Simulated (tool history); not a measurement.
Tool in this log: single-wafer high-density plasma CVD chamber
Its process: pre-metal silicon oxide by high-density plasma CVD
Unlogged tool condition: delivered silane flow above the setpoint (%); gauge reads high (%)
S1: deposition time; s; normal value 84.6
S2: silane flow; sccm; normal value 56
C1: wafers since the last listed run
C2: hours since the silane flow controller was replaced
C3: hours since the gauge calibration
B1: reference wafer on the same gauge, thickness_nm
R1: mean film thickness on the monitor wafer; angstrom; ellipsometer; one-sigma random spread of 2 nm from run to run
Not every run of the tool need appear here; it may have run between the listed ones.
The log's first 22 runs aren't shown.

run 23 hour=1515.4 | S1=77.2 S2=61 | C1=1546 C2=308.1 C3=468.5 | B1=497.395 | R1=4706.88
run 24 hour=1615.1 | S1=70.3 S2=46 | C1=1683 C2=407.8 C3=568.2 | B1=496.786 | R1=3184.54
run 25 hour=1720.5 | S1=84.6 S2=56 | C1=1779 C2=513.2 C3=673.6 | B1=496.629 | R1=4689.51
run 26 hour=1826.2 | S1=79.5 S2=67 | C1=1784 C2=618.9 C3=779.3 | B1=496.470 | R1=5229.34
run 27 hour=1934.2 | S1=92.5 S2=62 | C1=1823 C2=726.9 C3=887.3 | B1=496.655 | R1=5632.03
run 28 hour=2019.5 | S1=78.3 S2=62 | C1=1439 C2=812.2 C3=972.6 | B1=497.101 | R1=4707.61
run 29 hour=2127.4 | S1=84.6 S2=56 | C1=1821 C2=920.1 C3=1080.5 | B1=497.483 | R1=4585.70
run 30 hour=2188.4 | S1=100.3 S2=51 | C1=1029 C2=981.1 C3=1141.5 | B1=497.279 | R1=4962.27

Branching from run 30: 5 alternative next runs. What would each branch give?
run A hour=2188.8 | S1=84.6 S2=56 | C1=6 C2=981.5 C3=1141.9 | B1=? | R1=?
run B hour=2188.8 | S1=84.6 S2=52 | C1=6 C2=981.5 C3=1141.9 | B1=? | R1=?
run C hour=2188.8 | S1=74.5 S2=64 | C1=6 C2=981.5 C3=1141.9 | B1=? | R1=?
run D hour=2188.8 | S1=72.7 S2=53 | C1=6 C2=981.5 C3=1141.9 | B1=? | R1=?
run E hour=2188.8 | S1=67.9 S2=51 | C1=6 C2=981.5 C3=1141.9 | B1=? | R1=?

run=A B1=497.179 R1=4579.60
run=B B1=497.179 R1=4252.49
run=C B1=497.179 R1=4608.99
run=D B1=497.179 R1=3724.60
run=E B1=497.179 R1=3347.41
Stripped of hidden state, with their random variation kept, the same runs would have yielded:
run=A R1=4798.64
run=B R1=4455.88
run=C R1=4829.44
run=D R1=3902.75
run=E R1=3507.52

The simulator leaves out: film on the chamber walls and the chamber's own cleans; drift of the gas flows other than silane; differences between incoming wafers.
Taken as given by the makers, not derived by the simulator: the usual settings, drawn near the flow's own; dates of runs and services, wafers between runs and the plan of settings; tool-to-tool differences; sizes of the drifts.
